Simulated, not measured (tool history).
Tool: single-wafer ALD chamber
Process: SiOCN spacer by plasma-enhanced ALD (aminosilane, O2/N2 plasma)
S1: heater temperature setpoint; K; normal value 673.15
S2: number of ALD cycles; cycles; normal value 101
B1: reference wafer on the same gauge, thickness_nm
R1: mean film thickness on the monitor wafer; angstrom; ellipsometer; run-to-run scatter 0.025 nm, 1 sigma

Run 1, hour 0.0: usual settings but S1 662.15 K; B1 6.210. Result: R1 59.22 angstrom.
Run 2, hour 39.3: usual settings but S1 662.15 K; B1 6.210. Result: R1 59.01 angstrom.
At hour 116.4: thermocouple changed; heater temperature recalibrated.
Run 3, hour 133.2: usual settings but S1 662.15 K; B1 6.201. Result: R1 58.99 angstrom.
Run 4, hour 201.7: usual settings; B1 6.196. Result: R1 59.09 angstrom.
Run 5, hour 257.7: usual settings; B1 6.185. Result: R1 59.05 angstrom.
Run 6, hour 298.6: usual settings; B1 6.180. Result: R1 59.62 angstrom.
Run 7, hour 375.4: usual settings; B1 6.186. Result: R1 59.06 angstrom.
Run 8, hour 438.2: usual settings; B1 6.170. Result: R1 58.60 angstrom.
Run 9, hour 518.5: usual settings; B1 6.161. Result: R1 58.48 angstrom.
Run 10, hour 568.4: usual settings; B1 6.153. Result: R1 58.86 angstrom.
Run 11, hour 606.8: usual settings but S1 680.15 K, S2 96 cycles; B1 6.158. Result: R1 54.84 angstrom.
Run 12, hour 665.4: usual settings but S1 680.15 K, S2 96 cycles; B1 6.142. Result: R1 54.20 angstrom.
Run 13, hour 715.6: usual settings but S1 680.15 K, S2 96 cycles; B1 6.140. Result: R1 54.41 angstrom.
Run 14, hour 770.3: usual settings; B1 6.127. Result: R1 58.24 angstrom.
Run 15, hour 856.3: usual settings but S1 676.15 K; B1 6.114. Result: R1 57.76 angstrom.
Run 16, hour 962.1: usual settings but S1 676.15 K; B1 6.106. Result: R1 57.87 angstrom.
Run 17, hour 1050.8: usual settings but S1 664.15 K, S2 112 cycles; B1 6.085. Result: R1 64.41 angstrom.
Run 18, hour 1155.7: usual settings but S1 664.15 K, S2 112 cycles; B1 6.082. Result: R1 64.17 angstrom.
Run 19, hour 1221.8: usual settings but S1 664.15 K, S2 112 cycles; B1 6.060. Result: R1 64.83 angstrom.
Run 20, hour 1297.2: usual settings; B1 6.054. Result: R1 57.84 angstrom.
Run 21, hour 1365.0: usual settings; B1 6.031. Result: R1 57.63 angstrom.
Run 22, hour 1428.4: usual settings but S1 662.15 K, S2 91 cycles; B1 6.018. Result: R1 51.70 angstrom.
Run 23, hour 1560.6: usual settings but S1 682.15 K, S2 85 cycles; B1 6.011. Result: R1 47.26 angstrom.
Run 24, hour 1644.8: usual settings but S1 662.15 K; B1 5.988. Result: R1 57.18 angstrom.
Run 25, hour 1695.5: usual settings but S2 94 cycles; B1 5.974. Result: R1 53.05 angstrom.
Run 26, hour 1764.4: usual settings; B1 5.972. Result: R1 56.91 angstrom.
Run 27, hour 1831.1: usual settings but S1 665.15 K, S2 117 cycles; B1 5.950. Result: R1 66.02 angstrom.
Run 28, hour 1922.5: usual settings but S1 686.15 K, S2 93 cycles; B1 5.926. Result: R1 50.16 angstrom.
At hour 1945.0: gauge calibrated.
At hour 1995.1: thermocouple changed; heater temperature recalibrated.
Run 29, hour 1995.6: usual settings; B1 6.230. Result: R1 59.15 angstrom.
Run 30, hour 2075.2: usual settings but S1 683.15 K, S2 84 cycles; B1 6.236. Result: R1 48.41 angstrom.
Run 31, hour 2169.3: usual settings but S1 680.15 K, S2 87 cycles; B1 6.234. Result: R1 50.25 angstrom.
Run 32, hour 2222.8: usual settings but S1 684.15 K, S2 84 cycles; B1 6.222. Result: R1 47.60 angstrom.
Run 33, hour 2263.8: usual settings; B1 6.230. Result: R1 59.49 angstrom.
Run 34, hour 2303.7: usual settings; B1 6.232. Result: R1 59.25 angstrom.
Run 35, hour 2363.3: usual settings; B1 6.225. Result: R1 59.06 angstrom.
Run 36, hour 2443.4: usual settings but S1 679.15 K, S2 88 cycles; B1 6.241. Result: R1 50.98 angstrom.
Run 37, hour 2513.6: usual settings but S1 683.15 K, S2 85 cycles; B1 6.233. Result: R1 48.62 angstrom.
Run 38, hour 2555.2: usual settings; B1 6.226. Result: R1 59.27 angstrom.
Run 39, hour 2630.6: usual settings but S1 665.15 K; B1 6.233. Result: R1 59.47 angstrom.
Run 40, hour 2709.9: usual settings; B1 6.227. Result: R1 59.16 angstrom.
Run 41, hour 2776.5: usual settings but S1 667.15 K; B1 6.211. Result: R1 59.25 angstrom.
Run 42, hour 2819.3: usual settings but S1 680.15 K, S2 112 cycles; B1 6.219. Result: R1 64.95 angstrom.

Branching from run 42: 3 alternative next runs. What would each branch give?
Run A, hour 2819.9: usual settings; B1 ?. Result: R1 ?.
Run B, hour 2819.9: usual settings but S1 665.15 K, S2 118 cycles; B1 ?. Result: R1 ?.
Run C, hour 2819.9: usual settings but S1 681.15 K, S2 93 cycles; B1 ?. Result: R1 ?.

run     B1     R1
  A  6.209  59.09
  B  6.209  69.03
  C  6.209  53.26
With the hidden condition removed and each run's random variation left untouched, the same runs would have given:
run     R1
  A  59.50
  B  69.51
  C  53.63
